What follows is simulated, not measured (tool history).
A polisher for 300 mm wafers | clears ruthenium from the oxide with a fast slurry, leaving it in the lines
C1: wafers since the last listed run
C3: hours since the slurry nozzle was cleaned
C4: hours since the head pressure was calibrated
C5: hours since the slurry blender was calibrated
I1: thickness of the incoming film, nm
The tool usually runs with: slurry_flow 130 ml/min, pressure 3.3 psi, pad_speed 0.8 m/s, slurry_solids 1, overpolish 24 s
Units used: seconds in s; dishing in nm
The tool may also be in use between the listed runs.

run 1 hour=0 | slurry_flow=130 pressure=3.3 pad_speed=0.8 slurry_solids=1 overpolish=20 | C1=0 wafers_polished_on_this_pad=141 C3=556.9 C4=961.5 C5=285.7 | I1=160.5 | seconds=31.5 dishing=65.7
run 2 hour=60.3 | slurry_flow=130 pressure=3.3 pad_speed=0.8 slurry_solids=1 overpolish=20 | C1=665 wafers_polished_on_this_pad=807 C3=617.2 C4=1021.8 C5=346 | I1=161.8 | seconds=31.8 dishing=66.8
run 3 hour=122.5 | slurry_flow=130 pressure=3.3 pad_speed=0.8 slurry_solids=1 overpolish=24 | C1=686 wafers_polished_on_this_pad=1494 C3=679.4 C4=1084 C5=408.2 | I1=160.6 | seconds=32.2 dishing=75.7
run 4 hour=185 | slurry_flow=130 pressure=3.3 pad_speed=0.8 slurry_solids=1 overpolish=24 | C1=690 wafers_polished_on_this_pad=2184 C3=741.9 C4=1146.5 C5=470.7 | I1=159.6 | seconds=31.6 dishing=76.8
-- hour=190.6 slurry nozzle cleaned
run 5 hour=234.6 | slurry_flow=130 pressure=2.9 pad_speed=0.8 slurry_solids=1 overpolish=24 | C1=536 wafers_polished_on_this_pad=2721 C3=44 C4=1196.1 C5=520.3 | I1=160.5 | seconds=36.5 dishing=71.3
-- hour=261.9 slurry blender recalibrated
-- hour=326.6 head pressure recalibrated
run 6 hour=484.6 | slurry_flow=130 pressure=2.9 pad_speed=0.8 slurry_solids=1 overpolish=24 | C1=2716 wafers_polished_on_this_pad=5437 C3=294 C4=158 C5=222.7 | I1=158.4 | seconds=35.5 dishing=68.7
run 7 hour=524.5 | slurry_flow=130 pressure=2.9 pad_speed=0.8 slurry_solids=1 overpolish=24 | C1=440 wafers_polished_on_this_pad=5878 C3=333.9 C4=197.9 C5=262.6 | I1=160.4 | seconds=36 dishing=70.1
-- hour=575.3 worn pad replaced by a new one
run 8 hour=610.1 | slurry_flow=130 pressure=3.3 pad_speed=0.8 slurry_solids=1 overpolish=24 | C1=901 wafers_polished_on_this_pad=383 C3=419.5 C4=283.5 C5=348.2 | I1=158.7 | seconds=31.2 dishing=77.5
run 9 hour=678.5 | slurry_flow=130 pressure=3.8 pad_speed=0.92 slurry_solids=0.75 overpolish=24 | C1=755 wafers_polished_on_this_pad=1139 C3=487.9 C4=351.9 C5=416.6 | I1=160.7 | seconds=27 dishing=86.7
run 10 hour=763.6 | slurry_flow=150 pressure=3.3 pad_speed=1.08 slurry_solids=0.9 overpolish=30 | C1=939 wafers_polished_on_this_pad=2078 C3=573 C4=437 C5=501.7 | I1=159.5 | seconds=23.8 dishing=107.3
run 11 hour=845.2 | slurry_flow=110 pressure=2.2 pad_speed=0.98 slurry_solids=1 overpolish=33 | C1=901 wafers_polished_on_this_pad=2979 C3=654.6 C4=518.6 C5=583.3 | I1=158.6 | seconds=38.8 dishing=81.5
run 12 hour=897.4 | slurry_flow=130 pressure=2.8 pad_speed=0.8 slurry_solids=1 overpolish=24 | C1=576 wafers_polished_on_this_pad=3556 C3=706.8 C4=570.8 C5=635.5 | I1=160.3 | seconds=36.7 dishing=68.8
-- hour=904.7 slurry blender recalibrated
run 13 hour=970.1 | slurry_flow=120 pressure=3.3 pad_speed=0.8 slurry_solids=1.2 overpolish=20 | C1=780 wafers_polished_on_this_pad=4337 C3=779.5 C4=643.5 C5=65.4 | I1=159.2 | seconds=30.1 dishing=71.1
-- hour=974.8 slurry nozzle cleaned
run 14 hour=1050.1 | slurry_flow=130 pressure=3.7 pad_speed=0.8 slurry_solids=1.25 overpolish=19 | C1=872 wafers_polished_on_this_pad=5209 C3=75.3 C4=723.5 C5=145.4 | I1=159.4 | seconds=26.2 dishing=75.2
run 15 hour=1089.4 | slurry_flow=130 pressure=3.3 pad_speed=0.8 slurry_solids=1 overpolish=24 | C1=433 wafers_polished_on_this_pad=5643 C3=114.6 C4=762.8 C5=184.7 | I1=161.8 | seconds=33.1 dishing=76.7
-- hour=1126.9 worn pad replaced by a new one
run 16 hour=1136.4 | slurry_flow=130 pressure=2.2 pad_speed=0.8 slurry_solids=1 overpolish=24 | C1=474 wafers_polished_on_this_pad=104 C3=161.6 C4=809.8 C5=231.7 | I1=159.8 | seconds=47.2 dishing=56.5
run 17 hour=1219.5 | slurry_flow=130 pressure=3.3 pad_speed=0.8 slurry_solids=1 overpolish=24 | C1=917 wafers_polished_on_this_pad=1022 C3=244.7 C4=892.9 C5=314.8 | I1=161.7 | seconds=31.6 dishing=76.1
run 18 hour=1284.5 | slurry_flow=130 pressure=3.3 pad_speed=0.8 slurry_solids=1 overpolish=24 | C1=717 wafers_polished_on_this_pad=1739 C3=309.7 C4=957.9 C5=379.8 | I1=157.7 | seconds=30.9 dishing=77.5
run 19 hour=1346.5 | slurry_flow=130 pressure=3.3 pad_speed=0.98 slurry_solids=1 overpolish=24 | C1=684 wafers_polished_on_this_pad=2424 C3=371.7 C4=1019.9 C5=441.8 | I1=158.7 | seconds=26 dishing=87.9
run 20 hour=1393.7 | slurry_flow=130 pressure=2.2 pad_speed=0.96 slurry_solids=1 overpolish=20 | C1=521 wafers_polished_on_this_pad=2945 C3=418.9 C4=1067.1 C5=489 | I1=161.8 | seconds=40.5 dishing=55.4
run 21 hour=1459.9 | slurry_flow=130 pressure=2.3 pad_speed=0.8 slurry_solids=1 overpolish=16 | C1=731 wafers_polished_on_this_pad=3676 C3=485.1 C4=1133.3 C5=555.2 | I1=161.7 | seconds=45.6 dishing=41.6
run 22 hour=1550.7 | slurry_flow=90 pressure=3.3 pad_speed=1.08 slurry_solids=1 overpolish=24 | C1=1002 wafers_polished_on_this_pad=4679 C3=575.9 C4=1224.1 C5=646 | I1=160.8 | seconds=25.5 dishing=91.1
-- hour=1592 slurry blender recalibrated
run 23 hour=1613.5 | slurry_flow=160 pressure=3.3 pad_speed=0.8 slurry_solids=0.8 overpolish=33 | C1=671 wafers_polished_on_this_pad=5350 C3=638.7 C4=1286.9 C5=21.5 | I1=157.9 | seconds=33.7 dishing=92.3
run 24 hour=1700.8 | slurry_flow=85 pressure=3.3 pad_speed=0.8 slurry_solids=1.15 overpolish=24 | C1=964 wafers_polished_on_this_pad=6314 C3=726 C4=1374.2 C5=108.8 | I1=160.1 | seconds=31.6 dishing=75.8
-- hour=1772 head pressure recalibrated
run 25 hour=1808.6 | slurry_flow=130 pressure=3.3 pad_speed=0.8 slurry_solids=1 overpolish=24 | C1=1168 wafers_polished_on_this_pad=7483 C3=833.8 C4=36.6 C5=216.6 | I1=159 | seconds=31.4 dishing=75.8
-- hour=1832.4 worn pad replaced by a new one
-- hour=1844.9 slurry nozzle cleaned
run 26 hour=1888.1 | slurry_flow=130 pressure=3.3 pad_speed=0.88 slurry_solids=1 overpolish=24 | C1=822 wafers_polished_on_this_pad=603 C3=43.2 C4=116.1 C5=296.1 | I1=158.4 | seconds=28.4 dishing=83.1
run 27 hour=1947.7 | slurry_flow=115 pressure=2.5 pad_speed=0.9 slurry_solids=1.25 overpolish=24 | C1=658 wafers_polished_on_this_pad=1261 C3=102.8 C4=175.7 C5=355.7 | I1=160.7 | seconds=35 dishing=72.4
run 28 hour=2049.7 | slurry_flow=130 pressure=2.4 pad_speed=0.8 slurry_solids=1 overpolish=24 | C1=1126 wafers_polished_on_this_pad=2388 C3=204.8 C4=277.7 C5=457.7 | I1=159.3 | seconds=42.6 dishing=60.1
run 29 hour=2128.1 | slurry_flow=130 pressure=3.3 pad_speed=0.98 slurry_solids=1 overpolish=24 | C1=865 wafers_polished_on_this_pad=3253 C3=283.2 C4=356.1 C5=536.1 | I1=157.5 | seconds=25.3 dishing=89.5

Across each entry between runs, compare the hidden state at the last listed run before it with the hidden state at the first listed run after it:
Logged between run 4 and run 5: slurry nozzle cleaned (hour 190.6)
  the hidden state is the same at both runs
Logged between run 5 and run 6: slurry blender recalibrated (hour 261.9); head pressure recalibrated (hour 326.6)
  the hidden state is the same at both runs
Logged between run 7 and run 8: worn pad replaced by a new one (hour 575.3)
  the hidden state is the same at both runs
Logged between run 12 and run 13: slurry blender recalibrated (hour 904.7)
  the hidden state is the same at both runs
Logged between run 13 and run 14: slurry nozzle cleaned (hour 974.8)
  the hidden state is the same at both runs
Logged between run 15 and run 16: worn pad replaced by a new one (hour 1126.9)
  the hidden state is the same at both runs
Logged between run 22 and run 23: slurry blender recalibrated (hour 1592)
  the hidden state is the same at both runs
Logged between run 24 and run 25: head pressure recalibrated (hour 1772)
  the hidden state is the same at both runs
Logged between run 25 and run 26: worn pad replaced by a new one (hour 1832.4); slurry nozzle cleaned (hour 1844.9)
  the hidden state is the same at both runs
